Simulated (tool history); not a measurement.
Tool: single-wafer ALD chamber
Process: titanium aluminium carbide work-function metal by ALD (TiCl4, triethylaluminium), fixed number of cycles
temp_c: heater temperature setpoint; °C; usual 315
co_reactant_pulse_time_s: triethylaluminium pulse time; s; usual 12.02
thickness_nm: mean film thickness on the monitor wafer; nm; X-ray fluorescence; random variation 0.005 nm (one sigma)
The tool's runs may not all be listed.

| run | day | temp_c | co_reactant_pulse_time_s | read-back reference wafer on the same gauge, thickness_nm | thickness_nm |
|---|---|---|---|---|---|
| 1 | 0.000 | 315 | 12.02 | 1.901 | 1.934 |
| 2 | 0.504 | 322 | 15.61 | 1.899 | 2.040 |
| 3 | 1.221 | 315 | 12.02 | 1.898 | 1.932 |
| 4 | 1.804 | 315 | 12.02 | 1.902 | 1.914 |
| 5 | 2.133 | 315 | 10.30 | 1.899 | 1.869 |
| 6 | 2.812 | 315 | 13.14 | 1.899 | 1.955 |
| 7 | 3.350 | 315 | 13.14 | 1.899 | 1.948 |
| 8 | 3.646 | 315 | 13.14 | 1.902 | 1.946 |
| 9 | 4.175 | 315 | 9.30 | 1.899 | 1.831 |
| 10 | 4.821 | 315 | 9.30 | 1.901 | 1.831 |
| 11 | 5.108 | 315 | 9.30 | 1.902 | 1.833 |
|  | 5.833 | showerhead replaced, of another model than before |
| 12 | 5.854 | 311 | 12.02 | 1.898 | 1.807 |
| 13 | 6.450 | 315 | 12.02 | 1.899 | 1.840 |
| 14 | 6.988 | 315 | 12.02 | 1.900 | 1.833 |
| 15 | 7.492 | 315 | 12.02 | 1.899 | 1.815 |
| 16 | 8.200 | 325 | 12.02 | 1.901 | 1.900 |
|  | 8.683 | gauge calibrated |
| 17 | 8.738 | 311 | 10.75 | 1.901 | 1.714 |
| 18 | 9.000 | 320 | 14.49 | 1.902 | 1.946 |
| 19 | 9.546 | 315 | 13.14 | 1.903 | 1.857 |
| 20 | 9.817 | 315 | 12.02 | 1.901 | 1.805 |
|  | 10.550 | triethylaluminium bottle replaced |
| 21 | 10.571 | 305 | 15.70 | 1.900 | 1.946 |
| 22 | 10.754 | 315 | 12.02 | 1.901 | 2.013 |
| 23 | 11.467 | 311 | 12.02 | 1.900 | 1.971 |
| 24 | 12.104 | 315 | 12.02 | 1.902 | 2.004 |
|  | 12.504 | thermocouple changed; heater temperature recalibrated |
| 25 | 12.725 | 315 | 15.46 | 1.899 | 2.024 |
| 26 | 13.454 | 307 | 12.02 | 1.900 | 1.932 |
| 27 | 13.988 | 315 | 12.02 | 1.900 | 2.008 |
| 28 | 14.321 | 307 | 16.61 | 1.901 | 1.965 |
| 29 | 14.750 | 303 | 9.69 | 1.902 | 1.855 |
| 30 | 15.179 | 315 | 10.72 | 1.900 | 1.989 |
| 31 | 15.583 | 315 | 13.86 | 1.900 | 2.015 |
| 32 | 16.204 | 310 | 16.76 | 1.899 | 1.989 |

5 ways to go on from here, each from the tool as it stands after run 32. What would each give?
| A | 16.221 | 315 | 15.79 | ? | ? |
| B | 16.221 | 309 | 9.53 | ? | ? |
| C | 16.221 | 306 | 9.35 | ? | ? |
| D | 16.221 | 323 | 16.08 | ? | ? |
| E | 16.221 | 315 | 9.13 | ? | ? |

| run | read-back reference wafer on the same gauge, thickness_nm | thickness_nm |
|---|---|---|
| A | 1.901 | 2.042 |
| B | 1.901 | 1.903 |
| C | 1.901 | 1.872 |
| D | 1.901 | 2.112 |
| E | 1.901 | 1.937 |
Without the tool's hidden state the same runs would have given:
| run | thickness_nm |
|---|---|
| A | 2.044 |
| B | 1.917 |
| C | 1.886 |
| D | 2.114 |
| E | 1.952 |
